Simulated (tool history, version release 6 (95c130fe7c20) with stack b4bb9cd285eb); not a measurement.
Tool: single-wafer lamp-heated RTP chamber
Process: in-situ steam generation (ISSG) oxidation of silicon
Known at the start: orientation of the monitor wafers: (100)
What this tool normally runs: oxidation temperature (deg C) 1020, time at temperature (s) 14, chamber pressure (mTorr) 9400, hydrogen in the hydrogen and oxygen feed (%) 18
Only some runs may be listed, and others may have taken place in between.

run,hour,oxidation temperature (deg C),time at temperature (s),chamber pressure (mTorr),hydrogen in the hydrogen and oxygen feed (%),wafers since the last listed run,wafers since the last pyrometer calibration,hours since the pressure gauge was zeroed,hours since the hydrogen flow controller was replaced,hours since the gauge calibration,"read-back reference wafer on the same gauge, thickness",oxide thickness on the monitor wafer (nm)
1,0,1020,16,9400,24,0,88,4520.6,2322.5,225.2,5.533,5.84
2,17,1020,14,9400,16,200,289,4537.6,2339.5,242.2,5.528,4.976
3,25.9,1020,14,9400,16,105,394,4546.5,2348.4,251.1,5.527,4.949
4,39.1,1020,14,9400,16,155,550,4559.7,2361.6,264.3,5.538,4.995
5,51.8,1020,14,9400,18,149,700,4572.4,2374.3,277,5.53,5.077
6,66.6,1020,14,9400,18,174,874,4587.2,2389.1,291.8,5.529,5.124
# hour 77: hydrogen flow controller replaced
7,113.8,1020,14,9400,25,462,1337,4634.4,36.8,339,5.522,5.5
8,124.1,1020,14,9400,25,121,1459,4644.7,47.1,349.3,5.53,5.537
9,135.3,1025,16,9400,18,132,1591,4655.9,58.3,360.5,5.521,5.584
10,144.4,1025,16,9400,18,107,1698,4665,67.4,369.6,5.534,5.587
11,154.1,1020,14,9400,18,114,1813,4674.7,77.1,379.3,5.528,5.053
# hour 167.4: pressure gauge zeroed
12,167.9,1020,14,9400,18,68,1881,0.5,90.9,393.1,5.525,5.139
13,172.7,1020,14,9400,18,56,1938,5.3,95.7,397.9,5.535,5.127
# hour 183.4: pyrometer window cleaned and pyrometer calibrated
14,183.9,1020,16,10200,18,37,6,16.5,106.9,409.1,5.527,5.336
15,194.5,1020,14,9400,18,125,131,27.1,117.5,419.7,5.516,5.168
16,210.1,1028,14,8700,18,184,315,42.7,133.1,435.3,5.523,5.355
17,216.2,1010,14,8600,11,71,387,48.8,139.2,441.4,5.531,4.383
18,228.3,1020,14,9400,18,142,530,60.9,151.3,453.5,5.519,5.121
19,245.4,1020,14,10200,18,201,732,78,168.4,470.6,5.537,5.069
20,251.8,1029,14,8700,18,75,807,84.4,174.8,477,5.537,5.353
21,265.1,1015,14,8500,18,156,964,97.7,188.1,490.3,5.528,5.043
# hour 269.8: gauge calibrated
22,281.4,1020,11,9400,18,192,1157,114,204.4,11.6,5.539,4.586
23,297,1025,16,9400,18,184,1341,129.6,220,27.2,5.532,5.592
24,305.1,1007,19,8700,26,95,1436,137.7,228.1,35.3,5.536,6.117
25,316.1,1036,15,10200,23,129,1566,148.7,239.1,46.3,5.521,5.926
26,329.8,1020,14,9400,14,161,1728,162.4,252.8,60,5.52,4.804
27,354.4,1003,14,8900,18,290,2018,187,277.4,84.6,5.523,4.856
28,366,1020,14,9400,23,136,2155,198.6,289,96.2,5.535,5.414
29,375.1,1037,14,9400,18,107,2262,207.7,298.1,105.3,5.519,5.527
30,383.4,1006,16,10100,18,97,2360,216,306.4,113.6,5.535,5.051

How the hidden state differs across the entries between the runs, from the last listed run before each to the first after it:
Logged between run 6 and run 7: hydrogen flow controller replaced (hour 77)
  no hidden state differs between the two runs
Logged between run 11 and run 12: pressure gauge zeroed (hour 167.4)
  no hidden state differs between the two runs
Logged between run 13 and run 14: pyrometer window cleaned and pyrometer calibrated (hour 183.4)
  no hidden state differs between the two runs
Logged between run 21 and run 22: gauge calibrated (hour 269.8)
  no hidden state differs between the two runs
